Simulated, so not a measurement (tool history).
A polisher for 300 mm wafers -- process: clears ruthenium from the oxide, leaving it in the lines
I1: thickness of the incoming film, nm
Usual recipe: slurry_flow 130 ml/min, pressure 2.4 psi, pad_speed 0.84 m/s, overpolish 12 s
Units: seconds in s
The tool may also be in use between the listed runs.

run 1 hour=0.0 | slurry_flow=130 pressure=2.4 pad_speed=0.84 overpolish=12 | I1=127.2 | seconds=95.8
-- hour=3.0 worn pad replaced by a new one
run 2 hour=65.5 | slurry_flow=130 pressure=2.4 pad_speed=0.84 overpolish=12 | I1=124.4 | seconds=92.7
run 3 hour=112.9 | slurry_flow=130 pressure=2.4 pad_speed=0.84 overpolish=12 | I1=125.5 | seconds=93.5
run 4 hour=169.9 | slurry_flow=130 pressure=2.4 pad_speed=0.84 overpolish=12 | I1=126.3 | seconds=91.4
run 5 hour=203.6 | slurry_flow=130 pressure=2.4 pad_speed=1.06 overpolish=12 | I1=127.7 | seconds=79.0
-- hour=234.1 worn pad replaced by a new one
-- hour=247.9 slurry nozzle cleaned
run 6 hour=258.5 | slurry_flow=130 pressure=2.4 pad_speed=1.06 overpolish=12 | I1=125.9 | seconds=76.4
run 7 hour=327.5 | slurry_flow=130 pressure=2.4 pad_speed=1.06 overpolish=12 | I1=126.4 | seconds=76.0
run 8 hour=395.6 | slurry_flow=130 pressure=2.9 pad_speed=0.84 overpolish=12 | I1=124.6 | seconds=75.3
run 9 hour=425.9 | slurry_flow=130 pressure=2.4 pad_speed=0.84 overpolish=12 | I1=125.1 | seconds=90.7
-- hour=460.7 worn pad replaced by a new one
run 10 hour=461.2 | slurry_flow=130 pressure=2.4 pad_speed=0.84 overpolish=12 | I1=126.9 | seconds=89.1
run 11 hour=519.4 | slurry_flow=130 pressure=2.4 pad_speed=0.84 overpolish=12 | I1=123.3 | seconds=88.4
run 12 hour=576.7 | slurry_flow=130 pressure=2.4 pad_speed=0.84 overpolish=12 | I1=123.9 | seconds=89.3
run 13 hour=632.1 | slurry_flow=145 pressure=2.8 pad_speed=0.84 overpolish=16 | I1=127.4 | seconds=77.4
-- hour=678.1 slurry nozzle cleaned
run 14 hour=679.3 | slurry_flow=130 pressure=2.4 pad_speed=1.14 overpolish=12 | I1=125.1 | seconds=67.5
-- hour=732.9 worn pad replaced by a new one
run 15 hour=747.5 | slurry_flow=110 pressure=2.4 pad_speed=0.84 overpolish=12 | I1=125.5 | seconds=95.6
run 16 hour=817.6 | slurry_flow=175 pressure=1.9 pad_speed=1.12 overpolish=9 | I1=125.4 | seconds=83.3
-- hour=862.3 head pressure recalibrated
run 17 hour=870.5 | slurry_flow=130 pressure=2.4 pad_speed=0.72 overpolish=12 | I1=123.8 | seconds=107.0
run 18 hour=923.4 | slurry_flow=130 pressure=2.4 pad_speed=0.84 overpolish=12 | I1=123.3 | seconds=93.5
run 19 hour=986.1 | slurry_flow=130 pressure=2.4 pad_speed=1.04 overpolish=14 | I1=127.8 | seconds=82.5
-- hour=990.3 worn pad replaced by a new one
run 20 hour=1049.3 | slurry_flow=130 pressure=2.4 pad_speed=1.10 overpolish=12 | I1=124.7 | seconds=75.2
run 21 hour=1074.1 | slurry_flow=175 pressure=1.9 pad_speed=1.12 overpolish=9 | I1=123.2 | seconds=88.3
run 22 hour=1109.9 | slurry_flow=130 pressure=2.4 pad_speed=0.84 overpolish=12 | I1=126.5 | seconds=98.5
run 23 hour=1153.9 | slurry_flow=175 pressure=2.9 pad_speed=1.12 overpolish=12 | I1=126.1 | seconds=59.5
-- hour=1157.6 slurry nozzle cleaned
run 24 hour=1199.3 | slurry_flow=85 pressure=2.4 pad_speed=0.60 overpolish=12 | I1=123.7 | seconds=132.5
run 25 hour=1235.9 | slurry_flow=130 pressure=2.4 pad_speed=0.84 overpolish=12 | I1=124.1 | seconds=92.5

Run by run, hidden condition taken away, random variation retained:
Hidden conditions of the tool in this case: removal rate lost through wear of the pad, %; slurry flow missing at the pad, %; deviation of the head's pressure from its setpoint, %.
run=1 seconds=100.9
run=2 seconds=98.7
run=3 seconds=100.1
run=4 seconds=98.6
run=5 seconds=85.5
run=6 seconds=83.1
run=7 seconds=83.1
run=8 seconds=82.8
run=9 seconds=99.8
run=10 seconds=98.2
run=11 seconds=97.6
run=12 seconds=98.9
run=13 seconds=85.9
run=14 seconds=75.0
run=15 seconds=106.5
run=16 seconds=92.9
run=17 seconds=107.8
run=18 seconds=95.5
run=19 seconds=85.5
run=20 seconds=78.9
run=21 seconds=93.0
run=22 seconds=104.3
run=23 seconds=63.4
run=24 seconds=141.9
run=25 seconds=99.5
